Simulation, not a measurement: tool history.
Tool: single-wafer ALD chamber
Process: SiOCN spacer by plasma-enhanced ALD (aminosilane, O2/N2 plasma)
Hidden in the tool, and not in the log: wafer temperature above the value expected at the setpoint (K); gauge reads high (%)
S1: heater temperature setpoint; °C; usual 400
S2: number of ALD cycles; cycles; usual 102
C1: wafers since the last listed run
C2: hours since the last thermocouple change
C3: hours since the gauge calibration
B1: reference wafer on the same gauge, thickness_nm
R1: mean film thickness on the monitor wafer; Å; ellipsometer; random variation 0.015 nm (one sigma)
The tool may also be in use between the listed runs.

run 1 hour=0.0 | S1=400 S2=102 | C1=0 C2=2413.3 C3=64.0 | B1=5.081 | R1=58.70
run 2 hour=30.7 | S1=411 S2=113 | C1=113 C2=2444.0 C3=94.7 | B1=5.074 | R1=63.20
run 3 hour=59.1 | S1=400 S2=102 | C1=104 C2=2472.4 C3=123.1 | B1=5.067 | R1=58.60
run 4 hour=90.6 | S1=400 S2=102 | C1=116 C2=2503.9 C3=154.6 | B1=5.059 | R1=58.82
run 5 hour=126.4 | S1=400 S2=102 | C1=132 C2=2539.7 C3=190.4 | B1=5.050 | R1=58.19
run 6 hour=154.7 | S1=400 S2=102 | C1=104 C2=2568.0 C3=218.7 | B1=5.044 | R1=58.43
run 7 hour=185.0 | S1=400 S2=102 | C1=111 C2=2598.3 C3=249.0 | B1=5.040 | R1=58.43
run 8 hour=219.3 | S1=400 S2=102 | C1=126 C2=2632.6 C3=283.3 | B1=5.032 | R1=58.27
run 9 hour=248.7 | S1=400 S2=102 | C1=108 C2=2662.0 C3=312.7 | B1=5.027 | R1=58.21
run 10 hour=279.2 | S1=400 S2=102 | C1=112 C2=2692.5 C3=343.2 | B1=5.024 | R1=58.08
run 11 hour=297.9 | S1=400 S2=102 | C1=68 C2=2711.2 C3=361.9 | B1=5.019 | R1=58.08
run 12 hour=328.2 | S1=404 S2=118 | C1=111 C2=2741.5 C3=392.2 | B1=5.020 | R1=66.27
run 13 hour=386.0 | S1=404 S2=118 | C1=213 C2=2799.3 C3=450.0 | B1=5.016 | R1=66.19
run 14 hour=407.2 | S1=400 S2=96 | C1=78 C2=2820.5 C3=471.2 | B1=5.010 | R1=54.57
run 15 hour=428.0 | S1=389 S2=102 | C1=76 C2=2841.3 C3=492.0 | B1=5.007 | R1=57.83
run 16 hour=445.0 | S1=389 S2=102 | C1=62 C2=2858.3 C3=509.0 | B1=5.005 | R1=57.81
run 17 hour=479.2 | S1=400 S2=102 | C1=126 C2=2892.5 C3=543.2 | B1=5.005 | R1=57.74
run 18 hour=499.1 | S1=400 S2=102 | C1=73 C2=2912.4 C3=563.1 | B1=5.004 | R1=58.00
run 19 hour=515.6 | S1=400 S2=102 | C1=60 C2=2928.9 C3=579.6 | B1=5.006 | R1=57.91
-- hour=528.2 thermocouple changed; heater temperature recalibrated
run 20 hour=543.1 | S1=400 S2=102 | C1=71 C2=14.9 C3=607.1 | B1=5.001 | R1=57.75
run 21 hour=561.7 | S1=400 S2=102 | C1=68 C2=33.5 C3=625.7 | B1=4.998 | R1=57.74
run 22 hour=587.0 | S1=400 S2=102 | C1=93 C2=58.8 C3=651.0 | B1=5.000 | R1=57.80
run 23 hour=622.0 | S1=414 S2=109 | C1=129 C2=93.8 C3=686.0 | B1=4.994 | R1=59.22
run 24 hour=654.7 | S1=400 S2=110 | C1=120 C2=126.5 C3=718.7 | B1=4.993 | R1=62.42
run 25 hour=687.5 | S1=408 S2=83 | C1=120 C2=159.3 C3=751.5 | B1=4.996 | R1=45.76
run 26 hour=702.7 | S1=400 S2=86 | C1=56 C2=174.5 C3=766.7 | B1=4.991 | R1=48.64
run 27 hour=725.3 | S1=400 S2=102 | C1=83 C2=197.1 C3=789.3 | B1=4.994 | R1=57.68
run 28 hour=757.3 | S1=400 S2=102 | C1=118 C2=229.1 C3=821.3 | B1=4.992 | R1=57.69
run 29 hour=788.5 | S1=400 S2=102 | C1=115 C2=260.3 C3=852.5 | B1=4.994 | R1=57.42
run 30 hour=822.3 | S1=395 S2=120 | C1=124 C2=294.1 C3=886.3 | B1=4.991 | R1=68.01
-- hour=831.9 gauge calibrated
run 31 hour=839.2 | S1=415 S2=91 | C1=62 C2=311.0 C3=7.3 | B1=5.117 | R1=50.11
run 32 hour=870.9 | S1=413 S2=94 | C1=116 C2=342.7 C3=39.0 | B1=5.100 | R1=52.04
run 33 hour=898.0 | S1=413 S2=110 | C1=99 C2=369.8 C3=66.1 | B1=5.092 | R1=61.01
run 34 hour=923.7 | S1=400 S2=121 | C1=94 C2=395.5 C3=91.8 | B1=5.080 | R1=69.60
run 35 hour=938.4 | S1=411 S2=112 | C1=54 C2=410.2 C3=106.5 | B1=5.079 | R1=62.37
run 36 hour=957.6 | S1=394 S2=85 | C1=70 C2=429.4 C3=125.7 | B1=5.073 | R1=48.61
run 37 hour=970.9 | S1=410 S2=118 | C1=49 C2=442.7 C3=139.0 | B1=5.070 | R1=65.91
run 38 hour=984.7 | S1=400 S2=110 | C1=50 C2=456.5 C3=152.8 | B1=5.070 | R1=63.22
run 39 hour=1015.6 | S1=400 S2=102 | C1=113 C2=487.4 C3=183.7 | B1=5.062 | R1=58.47
run 40 hour=1039.0 | S1=400 S2=102 | C1=86 C2=510.8 C3=207.1 | B1=5.057 | R1=58.41
run 41 hour=1060.9 | S1=405 S2=111 | C1=80 C2=532.7 C3=229.0 | B1=5.053 | R1=62.71
run 42 hour=1076.2 | S1=400 S2=111 | C1=56 C2=548.0 C3=244.3 | B1=5.053 | R1=63.45
run 43 hour=1089.8 | S1=400 S2=102 | C1=50 C2=561.6 C3=257.9 | B1=5.049 | R1=58.71

Forecast each of these 3 alternatives for the next run:
run A hour=1090.4 | S1=400 S2=94 | C1=2 C2=562.2 C3=258.5 | B1=? | R1=?
run B hour=1090.4 | S1=411 S2=82 | C1=2 C2=562.2 C3=258.5 | B1=? | R1=?
run C hour=1090.4 | S1=411 S2=92 | C1=2 C2=562.2 C3=258.5 | B1=? | R1=?

run=A B1=5.042 R1=53.69
run=B B1=5.042 R1=45.26
run=C B1=5.042 R1=50.78
Without the tool's hidden state the same runs would have given:
run=A R1=54.36
run=B R1=45.82
run=C R1=51.41
